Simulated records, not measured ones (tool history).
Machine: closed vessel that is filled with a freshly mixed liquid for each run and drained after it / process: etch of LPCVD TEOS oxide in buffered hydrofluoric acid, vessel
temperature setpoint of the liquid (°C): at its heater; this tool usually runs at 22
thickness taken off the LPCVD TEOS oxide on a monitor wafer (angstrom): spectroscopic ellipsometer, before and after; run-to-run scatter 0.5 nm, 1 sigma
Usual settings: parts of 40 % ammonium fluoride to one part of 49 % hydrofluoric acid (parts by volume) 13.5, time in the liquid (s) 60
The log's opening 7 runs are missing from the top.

run    hour  temperature setpoint of the liquid (°C)  parts of 40 % ammonium fluoride to one part of 49 % hydrofluoric acid (parts by volume)  time in the liquid (s)  wafers since the last listed run  hours since the thermometer was replaced  hours since the hydrofluoric acid flow meter was replaced  hours since the gauge calibration  read-back film thickness of the LPCVD TEOS oxide reference wafer, read on the same gauge (nm)  thickness taken off the LPCVD TEOS oxide on a monitor wafer (angstrom)
      291.5  -- gauge calibrated
  8     322                                       22                                                                                       18                      60                              2607                                    1307.5                                                      745.4                               30.5                                                                                          39.99                                                                   500.6
  9   383.4                                       22                                                                                       18                      60                              4409                                    1368.9                                                      806.8                               91.9                                                                                          40.01                                                                   501.7
 10   443.3                                       22                                                                                      9.5                      40                              4302                                    1428.8                                                      866.7                              151.8                                                                                             40                                                                   607.8
 11   475.3                                       25                                                                                       17                      50                              2298                                    1460.8                                                      898.7                              183.8                                                                                          39.99                                                                   511.1
 12     567                                     24.5                                                                                     13.5                      40                              6586                                    1552.5                                                      990.4                              275.5                                                                                          39.99                                                                   507.1
 13     610                                       24                                                                                       18                      75                              3088                                    1595.5                                                     1033.4                              318.5                                                                                             40                                                                   697.3
 14   656.1                                       22                                                                                     13.5                      60                              3311                                    1641.6                                                     1079.5                              364.6                                                                                          39.98                                                                   671.1
 15   717.7                                       22                                                                                     13.5                      40                              4424                                    1703.2                                                     1141.1                              426.2                                                                                          39.99                                                                   446.1
 16     742                                       22                                                                                     13.5                      60                              1745                                    1727.5                                                     1165.4                              450.5                                                                                          39.99                                                                   666.3
 17   795.9                                       22                                                                                     10.5                      60                              3871                                    1781.4                                                     1219.3                              504.4                                                                                          40.01                                                                   859.5
 18   827.8                                       22                                                                                     13.5                      60                              2291                                    1813.3                                                     1251.2                              536.3                                                                                          40.01                                                                   669.8
      884.4  -- thermometer replaced
 19   888.3                                     25.5                                                                                       17                      50                              4273                                       3.9                                                     1311.7                              596.8                                                                                          39.99                                                                   536.5
 20   929.5                                       17                                                                                       19                      80                              2959                                      45.1                                                     1352.9                                638                                                                                          39.99                                                                   479.7
 21   992.1                                     20.5                                                                                     13.5                      60                              4496                                     107.7                                                     1415.5                              700.6                                                                                          39.99                                                                   611.4
      997.6  -- hydrofluoric acid flow meter replaced
 22  1031.8                                       22                                                                                     13.5                      60                              2779                                     147.4                                                       34.2                              740.3                                                                                          39.99                                                                   654.4
 23  1058.5                                       22                                                                                       17                      60                              1917                                     174.1                                                       60.9                                767                                                                                             40                                                                   523.1
 24  1092.1                                     23.5                                                                                     15.5                      75                              2413                                     207.7                                                       94.5                              800.6                                                                                             40                                                                   777.5
 25  1152.8                                     25.5                                                                                       19                      60                              4359                                     268.4                                                      155.2                              861.3                                                                                          40.01                                                                   568.1
 26  1184.4                                     19.5                                                                                     10.5                      60                              2269                                       300                                                      186.8                              892.9                                                                                          39.97                                                                   727.9
 27  1223.2                                       26                                                                                     10.5                      90                              2786                                     338.8                                                      225.6                              931.7                                                                                             40                                                                  1552.3
 28  1286.8                                     18.5                                                                                       16                      60                              4567                                     402.4                                                      289.2                              995.3                                                                                             40                                                                     454
 29    1324                                       20                                                                                      8.5                      50                              2671                                     439.6                                                      326.4                             1032.5                                                                                          39.99                                                                   750.5
 30  1377.5                                       18                                                                                        9                      40                              3842                                     493.1                                                      379.9                               1086                                                                                          39.99                                                                   504.8
 31  1432.3                                       22                                                                                     13.5                      85                              3935                                     547.9                                                      434.7                             1140.8                                                                                          39.99                                                                   915.6
 32  1496.6                                       22                                                                                     13.5                      60                              4618                                     612.2                                                        499                             1205.1                                                                                          40.01                                                                   656.6

5 options for the next run, each taken on its own from the tool as it stands now. Forecast them:
  A  1497.3                                       17                                                                                     13.5                      60                                50                                     612.9                                                      499.7                             1205.8                                                                                              ?                                                                       ?
  B  1497.3                                       20                                                                                      8.5                      60                                50                                     612.9                                                      499.7                             1205.8                                                                                              ?                                                                       ?
  C  1497.3                                       22                                                                                        9                      50                                50                                     612.9                                                      499.7                             1205.8                                                                                              ?                                                                       ?
  D  1497.3                                     19.5                                                                                        9                      45                                50                                     612.9                                                      499.7                             1205.8                                                                                              ?                                                                       ?
  E  1497.3                                     26.5                                                                                     13.5                      60                                50                                     612.9                                                      499.7                             1205.8                                                                                              ?                                                                       ?

run  read-back film thickness of the LPCVD TEOS oxide reference wafer, read on the same gauge (nm)  thickness taken off the LPCVD TEOS oxide on a monitor wafer (angstrom)
  A                                                                                          39.99                                                                   495.8
  B                                                                                          39.99                                                                     897
  C                                                                                          39.99                                                                   785.2
  D                                                                                          39.99                                                                   614.8
  E                                                                                          39.99                                                                   839.3
Without the tool's hidden state the same runs would have given:
run  thickness taken off the LPCVD TEOS oxide on a monitor wafer (angstrom)
  A                                                                   489.1
  B                                                                   883.7
  C                                                                   773.4
  D                                                                   605.6
  E                                                                     828

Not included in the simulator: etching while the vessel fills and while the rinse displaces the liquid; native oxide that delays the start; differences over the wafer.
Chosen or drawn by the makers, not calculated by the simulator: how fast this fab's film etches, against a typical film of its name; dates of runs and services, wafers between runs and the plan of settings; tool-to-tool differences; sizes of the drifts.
